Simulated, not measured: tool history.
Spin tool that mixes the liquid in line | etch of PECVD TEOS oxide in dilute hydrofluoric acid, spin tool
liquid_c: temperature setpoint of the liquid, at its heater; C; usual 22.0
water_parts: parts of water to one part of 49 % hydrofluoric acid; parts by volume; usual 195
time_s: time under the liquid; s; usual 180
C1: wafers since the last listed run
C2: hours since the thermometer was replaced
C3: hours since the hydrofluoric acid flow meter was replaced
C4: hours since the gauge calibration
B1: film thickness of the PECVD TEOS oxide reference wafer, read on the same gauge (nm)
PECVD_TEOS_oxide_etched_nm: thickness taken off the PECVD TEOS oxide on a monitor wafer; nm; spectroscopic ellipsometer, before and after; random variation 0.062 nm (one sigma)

Run 1, hour 0.0: usual settings; C1 0; C2 1479.5; C3 96.4; C4 597.5; B1 89.99. Result: PECVD_TEOS_oxide_etched_nm 6.94 nm.
Run 2, hour 270.2: usual settings; C1 1700; C2 1749.7; C3 366.6; C4 867.7; B1 90.00. Result: PECVD_TEOS_oxide_etched_nm 7.22 nm.
Run 3, hour 373.7: usual settings; C1 651; C2 1853.2; C3 470.1; C4 971.2; B1 90.05. Result: PECVD_TEOS_oxide_etched_nm 7.17 nm.
At hour 395.4: gauge calibrated.
Run 4, hour 455.6: usual settings but time_s 225 s; C1 515; C2 1935.1; C3 552.0; C4 60.2; B1 89.99. Result: PECVD_TEOS_oxide_etched_nm 8.93 nm.
Run 5, hour 503.7: usual settings but time_s 225 s; C1 302; C2 1983.2; C3 600.1; C4 108.3; B1 89.99. Result: PECVD_TEOS_oxide_etched_nm 8.90 nm.
Run 6, hour 569.2: usual settings; C1 412; C2 2048.7; C3 665.6; C4 173.8; B1 90.06. Result: PECVD_TEOS_oxide_etched_nm 7.21 nm.
At hour 609.8: thermometer replaced.
Run 7, hour 661.8: usual settings; C1 576; C2 52.0; C3 758.2; C4 266.4; B1 89.97. Result: PECVD_TEOS_oxide_etched_nm 7.20 nm.
Run 8, hour 735.4: usual settings; C1 463; C2 125.6; C3 831.8; C4 340.0; B1 89.95. Result: PECVD_TEOS_oxide_etched_nm 7.16 nm.
Run 9, hour 834.2: usual settings but time_s 150 s; C1 621; C2 224.4; C3 930.6; C4 438.8; B1 90.02. Result: PECVD_TEOS_oxide_etched_nm 5.96 nm.
Run 10, hour 875.1: usual settings but time_s 150 s; C1 257; C2 265.3; C3 971.5; C4 479.7; B1 89.98. Result: PECVD_TEOS_oxide_etched_nm 6.09 nm.
Run 11, hour 923.5: usual settings; C1 304; C2 313.7; C3 1019.9; C4 528.1; B1 90.01. Result: PECVD_TEOS_oxide_etched_nm 7.31 nm.
Run 12, hour 970.7: usual settings but liquid_c 17.5 C, water_parts 260 parts by volume, time_s 275 s; C1 297; C2 360.9; C3 1067.1; C4 575.3; B1 89.99. Result: PECVD_TEOS_oxide_etched_nm 6.63 nm.
Run 13, hour 1042.2: usual settings but liquid_c 23.5 C, water_parts 110 parts by volume; C1 450; C2 432.4; C3 1138.6; C4 646.8; B1 90.00. Result: PECVD_TEOS_oxide_etched_nm 15.00 nm.
At hour 1118.3: hydrofluoric acid flow meter replaced.
Run 14, hour 1121.8: usual settings but liquid_c 24.5 C, water_parts 145 parts by volume, time_s 150 s; C1 494; C2 512.0; C3 3.5; C4 726.4; B1 90.01. Result: PECVD_TEOS_oxide_etched_nm 9.21 nm.
Run 15, hour 1164.4: usual settings but liquid_c 26.5 C, water_parts 250 parts by volume, time_s 260 s; C1 268; C2 554.6; C3 46.1; C4 769.0; B1 90.01. Result: PECVD_TEOS_oxide_etched_nm 8.79 nm.
Run 16, hour 1252.4: usual settings; C1 553; C2 642.6; C3 134.1; C4 857.0; B1 90.05. Result: PECVD_TEOS_oxide_etched_nm 6.99 nm.
Run 17, hour 1339.5: usual settings but liquid_c 23.5 C, water_parts 230 parts by volume, time_s 260 s; C1 548; C2 729.7; C3 221.2; C4 944.1; B1 90.01. Result: PECVD_TEOS_oxide_etched_nm 8.74 nm.
At hour 1409.3: gauge calibrated.
Run 18, hour 1413.3: usual settings but time_s 230 s; C1 464; C2 803.5; C3 295.0; C4 4.0; B1 90.00. Result: PECVD_TEOS_oxide_etched_nm 9.07 nm.
Run 19, hour 1533.4: usual settings but liquid_c 25.5 C, water_parts 270 parts by volume, time_s 150 s; C1 756; C2 923.6; C3 415.1; C4 124.1; B1 90.02. Result: PECVD_TEOS_oxide_etched_nm 4.43 nm.
Run 20, hour 1607.9: usual settings but liquid_c 19.5 C, water_parts 245 parts by volume, time_s 115 s; C1 468; C2 998.1; C3 489.6; C4 198.6; B1 90.02. Result: PECVD_TEOS_oxide_etched_nm 3.16 nm.
Run 21, hour 1700.3: usual settings but liquid_c 20.5 C, water_parts 225 parts by volume, time_s 125 s; C1 581; C2 1090.5; C3 582.0; C4 291.0; B1 90.00. Result: PECVD_TEOS_oxide_etched_nm 3.93 nm.
Run 22, hour 1765.9: usual settings; C1 412; C2 1156.1; C3 647.6; C4 356.6; B1 89.94. Result: PECVD_TEOS_oxide_etched_nm 7.10 nm.
Run 23, hour 1821.7: usual settings but liquid_c 24.5 C, water_parts 240 parts by volume; C1 351; C2 1211.9; C3 703.4; C4 412.4; B1 89.97. Result: PECVD_TEOS_oxide_etched_nm 6.11 nm.

5 ways to go on from here, each from the tool as it stands after run 23. What would each give?
Run A, hour 1822.2: usual settings; C1 3; C2 1212.4; C3 703.9; C4 412.9; B1 ?. Result: PECVD_TEOS_oxide_etched_nm ?.
Run B, hour 1822.2: usual settings but liquid_c 24.5 C, water_parts 270 parts by volume, time_s 220 s; C1 3; C2 1212.4; C3 703.9; C4 412.9; B1 ?. Result: PECVD_TEOS_oxide_etched_nm ?.
Run C, hour 1822.2: usual settings but liquid_c 19.0 C; C1 3; C2 1212.4; C3 703.9; C4 412.9; B1 ?. Result: PECVD_TEOS_oxide_etched_nm ?.
Run D, hour 1822.2: usual settings but time_s 120 s; C1 3; C2 1212.4; C3 703.9; C4 412.9; B1 ?. Result: PECVD_TEOS_oxide_etched_nm ?.
Run E, hour 1822.2: usual settings but water_parts 260 parts by volume; C1 3; C2 1212.4; C3 703.9; C4 412.9; B1 ?. Result: PECVD_TEOS_oxide_etched_nm ?.

run     B1  PECVD_TEOS_oxide_etched_nm
  A  89.99                        7.21
  B  89.99                        6.47
  C  89.99                        6.42
  D  89.99                        4.81
  E  89.99                        5.07
Without the tool's hidden state the same runs would have given:
run  PECVD_TEOS_oxide_etched_nm
  A                        7.01
  B                        6.28
  C                        6.25
  D                        4.68
  E                        4.93
